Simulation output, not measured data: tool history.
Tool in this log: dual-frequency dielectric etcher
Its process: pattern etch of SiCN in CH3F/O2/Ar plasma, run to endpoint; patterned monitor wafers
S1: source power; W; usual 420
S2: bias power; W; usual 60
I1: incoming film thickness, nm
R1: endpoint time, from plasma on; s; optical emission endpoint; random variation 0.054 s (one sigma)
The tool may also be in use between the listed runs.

Run 1, hour 0: usual settings but S2 69 W; I1 7. Result: R1 17 s.
Run 2, hour 59.6: usual settings but S2 69 W; I1 7.03. Result: R1 17 s.
Run 3, hour 89.3: usual settings but S2 67 W; I1 7.01. Result: R1 17.1 s.
At hour 157.4: wet clean of the chamber.
Run 4, hour 157.9: usual settings but S2 67 W; I1 6.92. Result: R1 17.3 s.
Run 5, hour 211.5: usual settings; I1 7.03. Result: R1 18 s.
Run 6, hour 272.4: usual settings; I1 7.04. Result: R1 18 s.
Run 7, hour 337.5: usual settings; I1 7.01. Result: R1 18 s.
Run 8, hour 392.4: usual settings; I1 6.98. Result: R1 17.9 s.
Run 9, hour 416.5: usual settings but S1 390 W; I1 6.94. Result: R1 18.3 s.
Run 10, hour 476.5: usual settings but S1 390 W; I1 6.97. Result: R1 18.3 s.
Run 11, hour 537.3: usual settings but S1 370 W; I1 6.91. Result: R1 18.4 s.
Run 12, hour 598.9: usual settings but S1 370 W; I1 7.06. Result: R1 18.7 s.
At hour 606.1: source power generator calibrated.
At hour 634.1: bias power generator calibrated.
Run 13, hour 647.4: usual settings but S1 370 W; I1 6.94. Result: R1 18.4 s.
Run 14, hour 687.3: usual settings; I1 6.94. Result: R1 17.4 s.
At hour 740.7: upper electrode replaced.
Run 15, hour 751.1: usual settings but S1 340 W, S2 67 W; I1 7.03. Result: R1 18.6 s.
At hour 785.8: wet clean of the chamber.
Run 16, hour 802.7: usual settings; I1 6.97. Result: R1 18 s.
Run 17, hour 858.1: usual settings but S1 460 W; I1 7.02. Result: R1 17.4 s.
Run 18, hour 900.7: usual settings but S1 450 W, S2 46 W; I1 7.06. Result: R1 19.1 s.
Run 19, hour 936.8: usual settings but S1 450 W, S2 55 W; I1 7.01. Result: R1 17.9 s.
Run 20, hour 972.2: usual settings; I1 6.95. Result: R1 17.8 s.
Run 21, hour 1027.1: usual settings but S1 480 W, S2 67 W; I1 6.96. Result: R1 16.1 s.
Run 22, hour 1051.8: usual settings but S1 370 W, S2 71 W; I1 7.03. Result: R1 17.9 s.
Run 23, hour 1090: usual settings but S1 370 W, S2 70 W; I1 6.96. Result: R1 17.8 s.
Run 24, hour 1120.1: usual settings but S1 370 W; I1 7.04. Result: R1 18.9 s.
Run 25, hour 1174.9: usual settings but S1 320 W, S2 46 W; I1 7.03. Result: R1 21.9 s.
Run 26, hour 1224.8: usual settings but S1 380 W, S2 66 W; I1 6.99. Result: R1 17.9 s.
Run 27, hour 1277.8: usual settings but S1 470 W, S2 48 W; I1 7.02. Result: R1 17.9 s.
Run 28, hour 1346.9: usual settings; I1 7.01. Result: R1 17.5 s.

For each run, the measured value with the value that run would have given without the tool's hidden condition subtracted. The run-to-run variation is shared by both, the gauge scatter possibly not:
The tool's hidden condition here consists of: etch rate over this chamber's usual, %; source power that arrives over what is set, %; bias power that arrives over what is set, %.
run    R1
  1  -0.3
  2  -0.4
  3  -0.4
  4    +0
  5  -0.2
  6  -0.2
  7  -0.2
  8  -0.3
  9  -0.3
 10  -0.4
 11  -0.5
 12  -0.6
 13  -0.6
 14  -0.6
 15  -0.7
 16  -0.1
 17  -0.1
 18  -0.2
 19  -0.2
 20  -0.3
 21  -0.3
 22  -0.3
 23  -0.4
 24  -0.5
 25  -0.5
 26  -0.5
 27  -0.6
 28  -0.6

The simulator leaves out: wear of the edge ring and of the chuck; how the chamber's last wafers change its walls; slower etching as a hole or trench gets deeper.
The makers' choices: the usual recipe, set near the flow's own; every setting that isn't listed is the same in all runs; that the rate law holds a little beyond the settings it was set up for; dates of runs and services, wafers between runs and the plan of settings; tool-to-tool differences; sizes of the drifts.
